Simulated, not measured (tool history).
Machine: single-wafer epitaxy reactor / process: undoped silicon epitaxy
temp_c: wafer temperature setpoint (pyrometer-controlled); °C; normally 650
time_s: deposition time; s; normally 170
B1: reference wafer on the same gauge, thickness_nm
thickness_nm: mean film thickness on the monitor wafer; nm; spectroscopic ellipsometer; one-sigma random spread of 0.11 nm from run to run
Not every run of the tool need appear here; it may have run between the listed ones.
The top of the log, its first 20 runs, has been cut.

run 21 hour=576.4 | temp_c=636 time_s=144 | B1=31.056 | thickness_nm=16.787
run 22 hour=610.7 | temp_c=662 time_s=141 | B1=31.105 | thickness_nm=31.426
run 23 hour=627.5 | temp_c=650 time_s=170 | B1=31.121 | thickness_nm=28.288
run 24 hour=645.8 | temp_c=655 time_s=202 | B1=31.103 | thickness_nm=37.943
run 25 hour=680.7 | temp_c=654 time_s=188 | B1=31.115 | thickness_nm=34.601
run 26 hour=712.4 | temp_c=650 time_s=199 | B1=31.115 | thickness_nm=33.262
run 27 hour=730.1 | temp_c=650 time_s=161 | B1=31.103 | thickness_nm=26.833
run 28 hour=756.2 | temp_c=650 time_s=152 | B1=31.064 | thickness_nm=25.286
-- hour=814.9 pyrometer calibrated
run 29 hour=832.6 | temp_c=650 time_s=170 | B1=31.112 | thickness_nm=27.148
run 30 hour=861.6 | temp_c=645 time_s=190 | B1=31.057 | thickness_nm=27.103
run 31 hour=881.5 | temp_c=650 time_s=170 | B1=31.105 | thickness_nm=27.396
run 32 hour=915.2 | temp_c=640 time_s=149 | B1=31.064 | thickness_nm=18.760
run 33 hour=996.6 | temp_c=657 time_s=139 | B1=31.090 | thickness_nm=26.723
-- hour=1011.3 gauge calibrated
run 34 hour=1024.7 | temp_c=646 time_s=141 | B1=31.085 | thickness_nm=20.654
run 35 hour=1048.3 | temp_c=639 time_s=158 | B1=31.086 | thickness_nm=19.348

Branching from run 35: 3 alternative next runs. What would each branch give?
run A hour=1048.7 | temp_c=650 time_s=196 | B1=? | thickness_nm=?
run B hour=1048.7 | temp_c=636 time_s=170 | B1=? | thickness_nm=?
run C hour=1048.7 | temp_c=643 time_s=149 | B1=? | thickness_nm=?

run=A B1=31.106 thickness_nm=31.561
run=B B1=31.106 thickness_nm=19.227
run=C B1=31.106 thickness_nm=20.139
Take away the tool's hidden state, keep each run's random variation, and the runs would have read:
run=A thickness_nm=31.086
run=B thickness_nm=18.927
run=C thickness_nm=19.830
